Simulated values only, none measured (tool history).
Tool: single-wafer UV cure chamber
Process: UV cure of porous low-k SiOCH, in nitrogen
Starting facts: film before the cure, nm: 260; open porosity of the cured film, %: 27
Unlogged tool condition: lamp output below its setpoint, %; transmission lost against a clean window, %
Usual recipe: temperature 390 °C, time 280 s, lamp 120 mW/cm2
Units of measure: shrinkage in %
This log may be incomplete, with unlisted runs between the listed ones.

run,hour,temperature,time,lamp,wafers since the last listed run,hours since the UV bulbs were replaced,wafers since the quartz window was cleaned,shrinkage
1,0.0,390,280,120,0,1181.8,1023,14.908
2,70.3,390,280,120,267,1252.1,1291,15.268
3,101.0,390,280,120,116,1282.8,1408,14.238
4,156.8,390,280,120,212,1338.6,1620,14.925
5,228.7,390,280,120,273,1410.5,1893,14.248
6,261.4,390,280,120,124,1443.2,2018,14.709
7,325.9,390,280,120,245,1507.7,2263,14.717
8,364.6,390,280,120,147,1546.4,2410,14.216
# hour 439.3: quartz window cleaned
9,492.1,402,280,105,454,1673.9,200,13.527
10,561.6,402,280,105,264,1743.4,465,13.576
11,616.5,390,280,143,208,1798.3,674,14.566
# hour 666.2: UV bulbs replaced
12,684.7,390,280,120,229,18.5,903,15.811
13,726.2,390,280,120,157,60.0,1060,15.942
14,795.7,390,280,120,264,129.5,1325,15.722
15,822.7,402,280,120,102,156.5,1427,15.941
16,1011.4,390,375,156,717,345.2,2145,19.000
17,1038.5,390,380,93,103,372.3,2248,15.983
# hour 1080.0: quartz window cleaned
18,1145.2,399,335,155,375,479.0,248,18.268
19,1178.8,397,210,120,127,512.6,375,14.226
20,1234.3,409,155,90,211,568.1,587,11.533
21,1303.4,390,280,120,262,637.2,849,15.833
22,1369.3,409,405,103,250,703.1,1100,16.762
23,1411.8,371,170,157,161,745.6,1262,14.175
24,1483.6,409,365,157,273,817.4,1535,18.467
25,1519.4,390,430,131,136,853.2,1671,17.724

Below are 4 alternative next runs, each starting from the tool's condition after run 25. Predict each:
A,1519.9,390,280,120,1,853.7,1673,?
B,1519.9,384,400,99,1,853.7,1673,?
C,1519.9,409,280,145,1,853.7,1673,?
D,1519.9,373,280,142,1,853.7,1673,?

run,shrinkage
A,15.405
B,16.149
C,16.801
D,15.931
Without the tool's unlogged condition, the same runs would have read:
run,shrinkage
A,15.846
B,16.594
C,17.248
D,16.374
